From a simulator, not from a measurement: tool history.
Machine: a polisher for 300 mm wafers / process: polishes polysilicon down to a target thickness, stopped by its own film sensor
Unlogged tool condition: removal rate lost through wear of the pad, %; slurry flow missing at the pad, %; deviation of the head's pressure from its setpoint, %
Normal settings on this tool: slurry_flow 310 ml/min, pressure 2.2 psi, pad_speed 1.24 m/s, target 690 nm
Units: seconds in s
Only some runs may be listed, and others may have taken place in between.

run	hour	slurry_flow	pressure	pad_speed	target	wafers since the last listed run	wafers polished on this pad	hours since the slurry nozzle was cleaned	hours since the head pressure was calibrated	incoming thickness of the incoming film, nm	seconds
1	0.0	310	2.2	1.24	748	0	2831	323.4	539.8	1151.7	47.3
# hour 49.7: worn pad replaced by a new one
2	113.7	310	2.2	1.24	748	862	503	437.1	653.5	1146.7	47.8
3	164.4	310	2.2	1.24	748	398	902	487.8	704.2	1148.4	47.8
4	216.9	310	2.6	1.24	690	412	1315	540.3	756.7	1148.2	46.4
5	243.1	310	2.6	1.24	690	206	1521	566.5	782.9	1150.1	46.1
6	307.5	310	2.2	1.24	690	506	2028	630.9	847.3	1150.3	55.6
7	351.6	310	2.2	1.24	690	346	2374	675.0	891.4	1167.9	59.9
# hour 366.4: head pressure recalibrated
8	420.7	310	2.2	1.24	690	527	2902	744.1	54.3	1150.9	52.9
# hour 472.9: worn pad replaced by a new one
9	473.4	310	2.2	1.24	690	383	4	796.8	107.0	1155.5	54.4
# hour 480.4: slurry nozzle cleaned
10	535.4	310	2.2	1.24	690	479	483	55.0	169.0	1168.2	55.9
11	565.1	310	2.2	1.24	690	233	717	84.7	198.7	1148.4	52.7
12	596.0	310	2.2	1.24	690	243	960	115.6	229.6	1158.8	54.1
13	643.9	310	2.2	0.98	690	376	1337	163.5	277.5	1172.2	68.6
14	682.5	310	2.2	0.98	690	303	1641	202.1	316.1	1137.0	64.7
15	717.7	310	2.0	1.24	690	276	1917	237.3	351.3	1151.5	58.2
16	742.2	355	1.9	1.04	600	192	2110	261.8	375.8	1153.9	86.6
17	792.6	310	2.2	1.24	690	396	2507	312.2	426.2	1163.5	55.4
18	849.8	310	2.2	1.24	690	449	2957	369.4	483.4	1132.1	52.9
# hour 881.3: worn pad replaced by a new one, of another model than before
19	892.7	310	2.2	1.24	690	305	89	412.3	526.3	1154.0	54.5
20	938.4	230	2.2	1.10	690	359	449	458.0	572.0	1153.7	60.2
21	992.2	310	2.2	1.24	690	423	872	511.8	625.8	1137.9	53.8
22	1042.4	310	2.7	1.24	690	394	1267	562.0	676.0	1140.7	45.7
23	1185.2	380	2.2	1.48	690	1123	2390	704.8	818.8	1171.4	52.1
# hour 1219.2: slurry nozzle cleaned
24	1254.9	350	2.0	1.24	690	540	2930	35.7	888.5	1152.4	63.1
25	1308.6	205	2.2	1.24	645	422	3353	89.4	942.2	1150.3	63.6
# hour 1317.6: head pressure recalibrated
26	1379.3	310	2.6	1.24	690	540	3893	160.1	61.7	1145.2	44.2
# hour 1405.1: worn pad replaced by a new one
27	1405.6	350	2.5	1.24	592	175	4	186.4	88.0	1141.4	54.8
28	1472.3	275	1.5	1.24	560	524	528	253.1	154.7	1150.5	90.9
29	1525.7	310	2.6	1.24	797	420	948	306.5	208.1	1149.2	34.5
30	1595.5	230	1.7	1.62	781	549	1497	376.3	277.9	1146.8	41.2
31	1660.8	310	2.2	1.24	690	513	2011	441.6	343.2	1139.7	50.4
32	1702.8	380	2.2	1.48	690	330	2341	483.6	385.2	1152.0	45.4
33	1734.5	220	2.2	1.46	690	249	2591	515.3	416.9	1150.7	46.9
34	1770.3	235	2.2	1.36	567	281	2872	551.1	452.7	1130.0	61.9
35	1803.4	255	2.9	1.24	637	260	3133	584.2	485.8	1138.3	46.7
36	1845.0	240	1.8	0.90	588	327	3460	625.8	527.4	1139.9	94.7
37	1901.0	310	2.2	1.24	690	440	3900	681.8	583.4	1157.2	55.3
# hour 1931.5: worn pad replaced by a new one
38	1945.2	310	2.2	1.24	690	316	107	726.0	627.6	1143.8	53.9

What the log doesn't show, run by run:
removal rate lost through wear of the pad, %: 0 at every run
slurry flow missing at the pad, %: 0 at every run
H1: deviation of the head's pressure from its setpoint, %
run	H1
1	-2.39
2	-4
3	-4.81
4	-5.72
5	-6.2
6	-7.44
7	-8.35
8	-1.52
9	-1.62
10	-1.82
11	-1.95
12	-2.11
13	-2.39
14	-2.66
15	-2.94
16	-3.15
17	-3.63
18	-4.25
19	-4.76
20	-5.35
21	-6.12
22	-6.89
23	-9.42
24	-10.8
25	-12
26	0.489
27	0.443
28	0.251
29	0.022
30	-0.379
31	-0.86
32	-1.22
33	-1.52
34	-1.89
35	-2.26
36	-2.76
37	-3.49
38	-4.13

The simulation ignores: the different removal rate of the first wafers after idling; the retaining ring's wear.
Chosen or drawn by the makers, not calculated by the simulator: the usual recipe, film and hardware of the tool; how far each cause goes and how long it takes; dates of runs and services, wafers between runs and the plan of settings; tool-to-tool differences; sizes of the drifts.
